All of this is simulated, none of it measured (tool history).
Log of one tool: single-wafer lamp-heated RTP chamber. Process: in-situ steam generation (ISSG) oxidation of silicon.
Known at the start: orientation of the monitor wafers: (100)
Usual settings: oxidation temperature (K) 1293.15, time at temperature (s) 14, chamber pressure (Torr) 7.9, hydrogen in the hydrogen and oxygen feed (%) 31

| run | hour | oxidation temperature (K) | time at temperature (s) | chamber pressure (Torr) | hydrogen in the hydrogen and oxygen feed (%) | wafers since the last listed run | wafers since the last pyrometer calibration | hours since the pressure gauge was zeroed | hours since the hydrogen flow controller was replaced | hours since the gauge calibration | read-back reference wafer on the same gauge, thickness | oxide thickness on the monitor wafer (nm) |
|---|---|---|---|---|---|---|---|---|---|---|---|---|
| 1 | 0 | 1293.15 | 14 | 7.9 | 31 | 0 | 2126 | 1792.4 | 6893.9 | 560.9 | 4.936 | 5.427 |
| 2 | 16.9 | 1293.15 | 14 | 7.9 | 31 | 214 | 2341 | 1809.3 | 6910.8 | 577.8 | 4.937 | 5.49 |
|  | 29.8 | pyrometer window cleaned and pyrometer calibrated |
| 3 | 40.6 | 1304.15 | 14 | 7.9 | 31 | 199 | 137 | 1833 | 6934.5 | 601.5 | 4.935 | 5.777 |
|  | 53.8 | pressure gauge zeroed |
| 4 | 54.3 | 1304.15 | 14 | 7.9 | 31 | 72 | 210 | 0.5 | 6948.2 | 615.2 | 4.928 | 5.686 |
|  | 64.4 | hydrogen flow controller replaced |
| 5 | 79.4 | 1306.15 | 14 | 7.9 | 31 | 217 | 427 | 25.6 | 15 | 640.3 | 4.924 | 5.749 |
| 6 | 106.9 | 1306.15 | 14 | 7.9 | 31 | 349 | 777 | 53.1 | 42.5 | 667.8 | 4.932 | 5.814 |
| 7 | 130.6 | 1306.15 | 14 | 7.9 | 31 | 301 | 1079 | 76.8 | 66.2 | 691.5 | 4.93 | 5.755 |
|  | 152.8 | gauge calibrated |
| 8 | 162.7 | 1293.15 | 17 | 7.9 | 31 | 408 | 1487 | 108.9 | 98.3 | 9.9 | 5.061 | 6.108 |
| 9 | 194.8 | 1293.15 | 17 | 7.9 | 31 | 408 | 1895 | 141 | 130.4 | 42 | 5.046 | 6.065 |
|  | 234 | pyrometer window cleaned and pyrometer calibrated |
| 10 | 272.2 | 1293.15 | 14 | 7.9 | 31 | 882 | 485 | 218.4 | 207.8 | 119.4 | 5.002 | 5.585 |
| 11 | 297.4 | 1293.15 | 17 | 8.7 | 31 | 320 | 806 | 243.6 | 233 | 144.6 | 4.994 | 5.942 |
| 12 | 326.5 | 1275.15 | 9 | 8.7 | 31 | 370 | 1176 | 272.7 | 262.1 | 173.7 | 4.986 | 4.199 |
| 13 | 349.2 | 1293.15 | 14 | 7.9 | 31 | 288 | 1464 | 295.4 | 284.8 | 196.4 | 4.987 | 5.505 |
| 14 | 375.6 | 1293.15 | 14 | 7.9 | 31 | 335 | 1800 | 321.8 | 311.2 | 222.8 | 4.968 | 5.528 |
| 15 | 405.4 | 1293.15 | 14 | 7.9 | 32 | 379 | 2179 | 351.6 | 341 | 252.6 | 4.961 | 5.574 |
| 16 | 421.7 | 1300.15 | 14 | 7.9 | 31 | 207 | 2387 | 367.9 | 357.3 | 268.9 | 4.968 | 5.625 |
| 17 | 437.6 | 1293.15 | 10 | 7.9 | 31 | 202 | 2589 | 383.8 | 373.2 | 284.8 | 4.955 | 4.719 |
| 18 | 452.8 | 1300.15 | 14 | 7.9 | 26 | 193 | 2782 | 399 | 388.4 | 300 | 4.953 | 5.37 |
|  | 474.4 | pyrometer window cleaned and pyrometer calibrated |
| 19 | 528.6 | 1293.15 | 14 | 7.9 | 31 | 862 | 689 | 474.8 | 464.2 | 375.8 | 4.948 | 5.505 |
| 20 | 554.7 | 1288.15 | 16 | 7.9 | 24 | 331 | 1021 | 500.9 | 490.3 | 401.9 | 4.938 | 5.26 |
| 21 | 581.9 | 1293.15 | 9 | 6.9 | 24 | 345 | 1367 | 528.1 | 517.5 | 429.1 | 4.932 | 4.142 |
| 22 | 606.7 | 1293.15 | 14 | 9.4 | 31 | 315 | 1683 | 552.9 | 542.3 | 453.9 | 4.939 | 5.369 |
| 23 | 627.6 | 1293.15 | 14 | 7.9 | 31 | 265 | 1949 | 573.8 | 563.2 | 474.8 | 4.936 | 5.45 |
| 24 | 659.1 | 1293.15 | 14 | 6.9 | 31 | 400 | 2349 | 605.3 | 594.7 | 506.3 | 4.928 | 5.437 |
|  | 675.9 | pyrometer window cleaned and pyrometer calibrated |
| 25 | 693.5 | 1293.15 | 18 | 7.3 | 31 | 335 | 223 | 639.7 | 629.1 | 540.7 | 4.932 | 6.142 |
| 26 | 714.9 | 1293.15 | 9 | 7.9 | 31 | 272 | 496 | 661.1 | 650.5 | 562.1 | 4.93 | 4.504 |
| 27 | 744.8 | 1293.15 | 19 | 7.9 | 31 | 380 | 876 | 691 | 680.4 | 592 | 4.926 | 6.231 |
| 28 | 769.5 | 1303.15 | 14 | 7.9 | 31 | 314 | 1190 | 715.7 | 705.1 | 616.7 | 4.92 | 5.731 |
| 29 | 793.6 | 1304.15 | 14 | 7.9 | 31 | 306 | 1497 | 739.8 | 729.2 | 640.8 | 4.926 | 5.696 |
| 30 | 820.1 | 1293.15 | 16 | 7 | 31 | 337 | 1834 | 766.3 | 755.7 | 667.3 | 4.915 | 5.758 |

5 ways to go on from here, each from the tool as it stands after run 30. What would each give?
| A | 820.5 | 1293.15 | 14 | 7.9 | 31 | 5 | 1839 | 766.7 | 756.1 | 667.7 | ? | ? |
| B | 820.5 | 1309.15 | 9 | 9.3 | 27 | 5 | 1839 | 766.7 | 756.1 | 667.7 | ? | ? |
| C | 820.5 | 1279.15 | 19 | 6.9 | 25 | 5 | 1839 | 766.7 | 756.1 | 667.7 | ? | ? |
| D | 820.5 | 1293.15 | 14 | 7.9 | 23 | 5 | 1839 | 766.7 | 756.1 | 667.7 | ? | ? |
| E | 820.5 | 1308.15 | 12 | 8.5 | 31 | 5 | 1839 | 766.7 | 756.1 | 667.7 | ? | ? |

| run | read-back reference wafer on the same gauge, thickness | oxide thickness on the monitor wafer (nm) |
|---|---|---|
| A | 4.92 | 5.451 |
| B | 4.92 | 4.504 |
| C | 4.92 | 5.562 |
| D | 4.92 | 5.03 |
| E | 4.92 | 5.382 |
Without the tool's hidden state the same runs would have given:
| run | oxide thickness on the monitor wafer (nm) |
|---|---|
| A | 5.63 |
| B | 4.651 |
| C | 5.744 |
| D | 5.195 |
| E | 5.559 |
